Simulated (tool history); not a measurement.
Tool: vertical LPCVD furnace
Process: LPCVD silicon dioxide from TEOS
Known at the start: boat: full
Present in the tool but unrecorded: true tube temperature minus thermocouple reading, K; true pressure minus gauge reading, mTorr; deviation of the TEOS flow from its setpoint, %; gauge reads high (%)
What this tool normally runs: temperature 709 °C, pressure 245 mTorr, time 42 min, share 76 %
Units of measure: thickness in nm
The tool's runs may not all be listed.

run,hour,temperature,pressure,time,share,wafers since the last listed run,hours since the last temperature calibration,hours since the pressure gauge was zeroed,hours since the TEOS flow controller was replaced,hours since the gauge calibration,"read-back reference wafer on the same gauge, thickness",thickness
1,0,709,245,42,76,0,3349.3,3858.2,4844,544.8,441.22,382.58
2,44.7,709,260,42,81,803,3394,3902.9,4888.7,589.5,440,401.49
3,85.3,709,260,42,81,730,3434.6,3943.5,4929.3,630.1,440.65,404.9
# hour 91.5: gauge calibrated
4,154.9,709,245,42,76,1251,3504.2,4013.1,4998.9,63.4,441.2,379.44
5,201.4,709,245,42,76,836,3550.7,4059.6,5045.4,109.9,441.13,379.09
6,269.8,709,245,42,76,1230,3619.1,4128,5113.8,178.3,440.71,383.1
7,313.5,709,245,42,76,785,3662.8,4171.7,5157.5,222,440.51,377.95
8,354.2,709,245,42,76,731,3703.5,4212.4,5198.2,262.7,441.61,377.6
9,424.7,709,245,42,76,1267,3774,4282.9,5268.7,333.2,440.98,379.05
10,460.3,709,245,42,76,640,3809.6,4318.5,5304.3,368.8,440.06,382.98
11,513.9,709,245,42,76,963,3863.2,4372.1,5357.9,422.4,440.96,375.58
12,552.9,709,305,51.5,76,701,3902.2,4411.1,5396.9,461.4,441.02,523.5
# hour 588.7: TEOS flow controller replaced
13,590.1,709,245,26,76,237,3939.4,4448.3,1.4,498.6,441,237.09
# hour 662: thermocouples replaced and temperature profile calibrated
14,683.3,697,185,30.5,86,1244,21.3,4541.5,94.6,591.8,439.98,194.33
# hour 736: pressure gauge zeroed
15,752.7,709,200,56,76,816,90.7,16.7,164,661.2,441.29,456.27
# hour 759.4: gauge calibrated
16,822.2,709,245,26.5,89,1249,160.2,86.2,233.5,62.8,441.23,256.08
17,860.8,699,210,34.5,69,694,198.8,124.8,272.1,101.4,440.72,217.95
18,897.7,703,245,36,72,663,235.7,161.7,309,138.3,441.3,275.33
19,955.3,709,245,51.5,70,1035,293.3,219.3,366.6,195.9,441.43,446.66

Below are 5 alternative next runs, each starting from the tool's condition after run 19. Predict each:
A,960.4,709,245,42,76,91,298.4,224.4,371.7,201,?,?
B,960.4,709,295,37.5,76,91,298.4,224.4,371.7,201,?,?
C,960.4,709,245,42,61,91,298.4,224.4,371.7,201,?,?
D,960.4,709,225,42,76,91,298.4,224.4,371.7,201,?,?
E,960.4,709,215,29,76,91,298.4,224.4,371.7,201,?,?

run,"read-back reference wafer on the same gauge, thickness",thickness
A,442.19,384.18
B,442.19,376.39
C,442.19,344.18
D,442.19,368.16
E,442.19,248.49
The same runs, with their run-to-run variation unchanged, on a tool lacking any hidden condition would have given:
run,thickness
A,384.18
B,376.39
C,344.18
D,368.16
E,248.49

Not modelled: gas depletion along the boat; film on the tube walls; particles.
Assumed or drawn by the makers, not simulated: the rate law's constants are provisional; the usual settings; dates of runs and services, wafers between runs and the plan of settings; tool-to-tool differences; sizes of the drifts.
